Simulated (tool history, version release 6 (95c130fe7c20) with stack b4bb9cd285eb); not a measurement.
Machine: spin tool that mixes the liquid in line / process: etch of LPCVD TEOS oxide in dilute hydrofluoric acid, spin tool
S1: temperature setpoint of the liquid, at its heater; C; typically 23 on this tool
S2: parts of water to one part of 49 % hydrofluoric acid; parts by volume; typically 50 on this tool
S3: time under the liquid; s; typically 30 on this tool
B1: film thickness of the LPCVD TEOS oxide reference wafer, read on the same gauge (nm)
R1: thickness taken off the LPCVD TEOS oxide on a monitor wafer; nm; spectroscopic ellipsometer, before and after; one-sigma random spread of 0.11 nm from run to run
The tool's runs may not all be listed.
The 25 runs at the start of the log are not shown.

| run | hour | S1 | S2 | S3 | B1 | R1 |
|---|---|---|---|---|---|---|
| 26 | 338.5 | 23 | 70 | 40 | 119.99 | 30.65 |
|  | 341.7 | gauge calibrated |
| 27 | 346.3 | 23 | 50 | 30 | 119.97 | 33.12 |
| 28 | 372.7 | 18 | 70 | 15 | 119.99 | 9.36 |
| 29 | 382 | 23 | 50 | 45 | 120.01 | 49.75 |
| 30 | 396.1 | 19.5 | 55 | 40 | 120 | 34.37 |
| 31 | 410.4 | 23 | 30 | 30 | 119.98 | 56.52 |
| 32 | 440.7 | 23 | 50 | 30 | 119.98 | 33.21 |
| 33 | 453.6 | 23 | 65 | 30 | 120 | 25.07 |
| 34 | 468.6 | 23 | 60 | 30 | 120.01 | 27.28 |

Each row is a separate what-if for the run after 34, all from the same tool condition, not one after another. Results?
| A | 469 | 23 | 50 | 30 | ? | ? |
| B | 469 | 28 | 60 | 40 | ? | ? |
| C | 469 | 20.5 | 65 | 45 | ? | ? |

| run | B1 | R1 |
|---|---|---|
| A | 119.99 | 33.25 |
| B | 119.99 | 44.6 |
| C | 119.99 | 33.93 |
What these runs would have given with no unlogged condition in the tool:
| run | R1 |
|---|---|
| A | 32.93 |
| B | 44.2 |
| C | 33.61 |

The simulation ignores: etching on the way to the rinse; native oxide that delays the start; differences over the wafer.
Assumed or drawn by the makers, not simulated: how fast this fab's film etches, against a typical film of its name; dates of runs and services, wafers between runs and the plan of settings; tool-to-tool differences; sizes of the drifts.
